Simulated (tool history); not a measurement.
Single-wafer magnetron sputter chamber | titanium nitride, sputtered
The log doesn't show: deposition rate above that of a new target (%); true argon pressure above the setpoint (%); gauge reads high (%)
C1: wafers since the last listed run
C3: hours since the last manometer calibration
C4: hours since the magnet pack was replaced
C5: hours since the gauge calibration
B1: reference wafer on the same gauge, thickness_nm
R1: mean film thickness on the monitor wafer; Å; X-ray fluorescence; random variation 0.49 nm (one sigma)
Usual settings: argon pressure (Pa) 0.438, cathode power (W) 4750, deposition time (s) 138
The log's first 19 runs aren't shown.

{"day": 24.892, "done": "gauge calibrated"}
{"run": 20, "day": 25.658, "argon pressure (Pa)": 0.438, "cathode power (W)": 4750, "deposition time (s)": 148, "C1": 267, "wafers on the sputter target": 4189, "C3": 112.8, "C4": 11833.5, "C5": 18.4, "B1": 156.882, "R1": 1393.41}
{"run": 21, "day": 26.308, "argon pressure (Pa)": 0.438, "cathode power (W)": 4750, "deposition time (s)": 159, "C1": 199, "wafers on the sputter target": 4388, "C3": 128.4, "C4": 11849.1, "C5": 34.0, "B1": 157.115, "R1": 1507.99}
{"run": 22, "day": 27.775, "argon pressure (Pa)": 0.438, "cathode power (W)": 5300, "deposition time (s)": 138, "C1": 450, "wafers on the sputter target": 4838, "C3": 163.6, "C4": 11884.3, "C5": 69.2, "B1": 156.93, "R1": 1469.13}
{"run": 23, "day": 29.092, "argon pressure (Pa)": 0.29, "cathode power (W)": 5550, "deposition time (s)": 157, "C1": 404, "wafers on the sputter target": 5243, "C3": 195.2, "C4": 11915.9, "C5": 100.8, "B1": 156.978, "R1": 1841.69}
{"day": 30.229, "done": "magnet pack replaced"}
{"run": 24, "day": 30.25, "argon pressure (Pa)": 0.438, "cathode power (W)": 4750, "deposition time (s)": 138, "C1": 253, "wafers on the sputter target": 5496, "C3": 223.0, "C4": 0.5, "C5": 128.6, "B1": 157.027, "R1": 1302.04}
{"run": 25, "day": 30.688, "argon pressure (Pa)": 0.329, "cathode power (W)": 3900, "deposition time (s)": 117, "C1": 134, "wafers on the sputter target": 5630, "C3": 233.5, "C4": 11.0, "C5": 139.1, "B1": 157.002, "R1": 941.45}
{"run": 26, "day": 32.146, "argon pressure (Pa)": 0.438, "cathode power (W)": 4100, "deposition time (s)": 138, "C1": 447, "wafers on the sputter target": 6078, "C3": 268.5, "C4": 46.0, "C5": 174.1, "B1": 157.031, "R1": 1132.4}
{"day": 32.771, "done": "sputter target and shields replaced"}
{"run": 27, "day": 32.971, "argon pressure (Pa)": 0.51, "cathode power (W)": 4000, "deposition time (s)": 123, "C1": 150, "wafers on the sputter target": 61, "C3": 288.3, "C4": 65.8, "C5": 193.9, "B1": 156.967, "R1": 984.79}
{"run": 28, "day": 33.7, "argon pressure (Pa)": 0.607, "cathode power (W)": 5200, "deposition time (s)": 131, "C1": 223, "wafers on the sputter target": 285, "C3": 305.8, "C4": 83.3, "C5": 211.4, "B1": 156.956, "R1": 1307.65}
{"run": 29, "day": 35.108, "argon pressure (Pa)": 0.438, "cathode power (W)": 4750, "deposition time (s)": 138, "C1": 432, "wafers on the sputter target": 717, "C3": 339.6, "C4": 117.1, "C5": 245.2, "B1": 157.038, "R1": 1345.26}
{"run": 30, "day": 36.254, "argon pressure (Pa)": 0.438, "cathode power (W)": 4750, "deposition time (s)": 138, "C1": 351, "wafers on the sputter target": 1069, "C3": 367.1, "C4": 144.6, "C5": 272.7, "B1": 157.017, "R1": 1342.62}
{"run": 31, "day": 37.083, "argon pressure (Pa)": 0.333, "cathode power (W)": 4750, "deposition time (s)": 114, "C1": 254, "wafers on the sputter target": 1323, "C3": 387.0, "C4": 164.5, "C5": 292.6, "B1": 156.894, "R1": 1148.19}
{"run": 32, "day": 40.046, "argon pressure (Pa)": 0.438, "cathode power (W)": 3750, "deposition time (s)": 138, "C1": 909, "wafers on the sputter target": 2233, "C3": 458.1, "C4": 235.6, "C5": 363.7, "B1": 157.023, "R1": 1058.22}
{"run": 33, "day": 40.804, "argon pressure (Pa)": 0.307, "cathode power (W)": 4750, "deposition time (s)": 159, "C1": 232, "wafers on the sputter target": 2465, "C3": 476.3, "C4": 253.8, "C5": 381.9, "B1": 156.89, "R1": 1611.56}
{"run": 34, "day": 41.412, "argon pressure (Pa)": 0.438, "cathode power (W)": 4750, "deposition time (s)": 138, "C1": 186, "wafers on the sputter target": 2652, "C3": 490.9, "C4": 268.4, "C5": 396.5, "B1": 157.066, "R1": 1328.04}
{"run": 35, "day": 42.475, "argon pressure (Pa)": 0.438, "cathode power (W)": 4750, "deposition time (s)": 138, "C1": 326, "wafers on the sputter target": 2978, "C3": 516.4, "C4": 293.9, "C5": 422.0, "B1": 156.868, "R1": 1330.36}
{"run": 36, "day": 43.679, "argon pressure (Pa)": 0.34, "cathode power (W)": 4000, "deposition time (s)": 138, "C1": 369, "wafers on the sputter target": 3348, "C3": 545.3, "C4": 322.8, "C5": 450.9, "B1": 157.07, "R1": 1171.15}

3 ways to go on from here, each from the tool as it stands after run 36. What would each give?
{"run": "A", "day": 43.696, "argon pressure (Pa)": 0.438, "cathode power (W)": 4750, "deposition time (s)": 138, "C1": 5, "wafers on the sputter target": 3353, "C3": 545.7, "C4": 323.2, "C5": 451.3, "B1": "?", "R1": "?"}
{"run": "B", "day": 43.696, "argon pressure (Pa)": 0.308, "cathode power (W)": 5150, "deposition time (s)": 148, "C1": 5, "wafers on the sputter target": 3353, "C3": 545.7, "C4": 323.2, "C5": 451.3, "B1": "?", "R1": "?"}
{"run": "C", "day": 43.696, "argon pressure (Pa)": 0.485, "cathode power (W)": 5200, "deposition time (s)": 127, "C1": 5, "wafers on the sputter target": 3353, "C3": 545.7, "C4": 323.2, "C5": 451.3, "B1": "?", "R1": "?"}

run=A B1=156.983 R1=1329.46
run=B B1=156.983 R1=1621.79
run=C B1=156.983 R1=1316.65
Without the tool's hidden state the same runs would have given:
run=A R1=1336.88
run=B R1=1641.81
run=C R1=1320.88
